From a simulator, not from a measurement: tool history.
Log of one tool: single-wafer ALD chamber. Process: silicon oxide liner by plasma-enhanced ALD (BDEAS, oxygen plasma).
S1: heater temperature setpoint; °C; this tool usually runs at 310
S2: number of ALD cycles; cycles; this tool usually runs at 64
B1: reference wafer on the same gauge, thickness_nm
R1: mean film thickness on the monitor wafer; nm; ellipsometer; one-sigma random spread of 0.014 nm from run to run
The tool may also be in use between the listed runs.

run 1 hour=0.0 | S1=310 S2=64 | B1=6.645 | R1=5.653
run 2 hour=14.5 | S1=310 S2=64 | B1=6.638 | R1=5.648
run 3 hour=21.0 | S1=310 S2=64 | B1=6.639 | R1=5.645
run 4 hour=35.2 | S1=310 S2=70 | B1=6.635 | R1=6.195
run 5 hour=50.8 | S1=310 S2=64 | B1=6.626 | R1=5.641
run 6 hour=58.7 | S1=310 S2=64 | B1=6.624 | R1=5.657
run 7 hour=69.9 | S1=310 S2=64 | B1=6.617 | R1=5.648
run 8 hour=85.2 | S1=310 S2=64 | B1=6.618 | R1=5.622
run 9 hour=102.9 | S1=310 S2=64 | B1=6.616 | R1=5.657
run 10 hour=111.6 | S1=310 S2=64 | B1=6.610 | R1=5.636
run 11 hour=126.5 | S1=310 S2=64 | B1=6.610 | R1=5.620
run 12 hour=141.5 | S1=310 S2=64 | B1=6.606 | R1=5.625
run 13 hour=165.1 | S1=310 S2=64 | B1=6.595 | R1=5.595
run 14 hour=173.1 | S1=310 S2=64 | B1=6.594 | R1=5.602
run 15 hour=187.4 | S1=310 S2=64 | B1=6.591 | R1=5.604
run 16 hour=197.1 | S1=310 S2=64 | B1=6.591 | R1=5.603
run 17 hour=203.2 | S1=310 S2=64 | B1=6.588 | R1=5.601
run 18 hour=219.5 | S1=302 S2=64 | B1=6.583 | R1=5.700
run 19 hour=232.9 | S1=302 S2=64 | B1=6.576 | R1=5.688
run 20 hour=243.6 | S1=302 S2=64 | B1=6.578 | R1=5.656
run 21 hour=250.7 | S1=310 S2=73 | B1=6.574 | R1=6.404
run 22 hour=293.4 | S1=305 S2=75 | B1=6.564 | R1=6.616
run 23 hour=300.2 | S1=302 S2=64 | B1=6.562 | R1=5.644
run 24 hour=307.7 | S1=310 S2=55 | B1=6.560 | R1=4.806
-- hour=326.0 thermocouple changed; heater temperature recalibrated
run 25 hour=326.5 | S1=299 S2=55 | B1=6.554 | R1=4.921
run 26 hour=334.6 | S1=297 S2=69 | B1=6.545 | R1=6.206
-- hour=343.7 gauge calibrated
run 27 hour=343.8 | S1=310 S2=58 | B1=6.694 | R1=5.148
run 28 hour=362.0 | S1=310 S2=64 | B1=6.684 | R1=5.682
run 29 hour=369.2 | S1=305 S2=64 | B1=6.678 | R1=5.734

Run 30 is up next; what results do you expect?
run 30 hour=380.9 | S1=301 S2=72 | B1=? | R1=?

B1: 6.673
R1: 6.496 nm
The same run, on a tool lacking any hidden state, would have yielded R1 6.488 nm.

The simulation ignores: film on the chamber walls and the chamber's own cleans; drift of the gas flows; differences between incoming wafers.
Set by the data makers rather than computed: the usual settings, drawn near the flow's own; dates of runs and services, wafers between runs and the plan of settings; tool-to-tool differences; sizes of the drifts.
